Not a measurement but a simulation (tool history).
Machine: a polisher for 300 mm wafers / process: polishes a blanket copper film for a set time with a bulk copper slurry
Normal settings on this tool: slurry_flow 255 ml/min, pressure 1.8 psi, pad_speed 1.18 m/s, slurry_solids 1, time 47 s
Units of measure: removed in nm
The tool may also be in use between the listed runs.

| run | hour | slurry_flow | pressure | pad_speed | slurry_solids | time | incoming thickness of the incoming film, nm | removed |
|---|---|---|---|---|---|---|---|---|
| 1 | 0 | 255 | 1.8 | 1.18 | 1 | 47 | 4359.5 | 296.9 |
| 2 | 63.6 | 255 | 1.8 | 1.18 | 1 | 47 | 4389.6 | 291.8 |
|  | 91 | worn pad replaced by a new one |
|  | 112.9 | head pressure recalibrated |
| 3 | 125.5 | 255 | 1.8 | 1.18 | 1 | 47 | 4414.1 | 301.8 |
| 4 | 167.8 | 255 | 1.8 | 1.06 | 1 | 47 | 4438.8 | 271.7 |
| 5 | 208.5 | 255 | 1.8 | 1.06 | 1 | 47 | 4407.7 | 271.5 |
| 6 | 271.6 | 285 | 1.8 | 1.18 | 1 | 47 | 4453.4 | 306.1 |
|  | 288 | slurry blender recalibrated |
| 7 | 338.6 | 255 | 1.8 | 1.18 | 1 | 47 | 4359.4 | 296.8 |
| 8 | 398.6 | 255 | 2.2 | 1.46 | 1 | 47 | 4408.4 | 441.4 |
| 9 | 424.7 | 255 | 1.8 | 1.38 | 1 | 35 | 4412 | 255.1 |
| 10 | 464.8 | 255 | 1.4 | 1.18 | 1 | 47 | 4462.9 | 233.6 |
| 11 | 533.1 | 255 | 2.1 | 1.18 | 1 | 47 | 4383.8 | 334 |
|  | 567.5 | worn pad replaced by a new one |
| 12 | 664.3 | 255 | 2.1 | 1.18 | 1 | 47 | 4383.7 | 349.5 |
|  | 671.8 | head pressure recalibrated |
|  | 701.1 | slurry nozzle cleaned |
| 13 | 736.2 | 255 | 1.8 | 1.18 | 1 | 47 | 4441.5 | 298.4 |
|  | 754.4 | slurry blender recalibrated |
| 14 | 804.5 | 255 | 1.8 | 1.18 | 1 | 47 | 4358.3 | 297.1 |
| 15 | 847.9 | 255 | 1.8 | 1.18 | 1 | 47 | 4411.7 | 298 |

Expected results for the next run?
| 16 | 890.9 | 255 | 2.3 | 1 | 1 | 47 | 4410 | ? |

Run 16 gave removed 314.6 nm.
The same run, on a tool lacking any hidden state, would have yielded removed 323 nm.

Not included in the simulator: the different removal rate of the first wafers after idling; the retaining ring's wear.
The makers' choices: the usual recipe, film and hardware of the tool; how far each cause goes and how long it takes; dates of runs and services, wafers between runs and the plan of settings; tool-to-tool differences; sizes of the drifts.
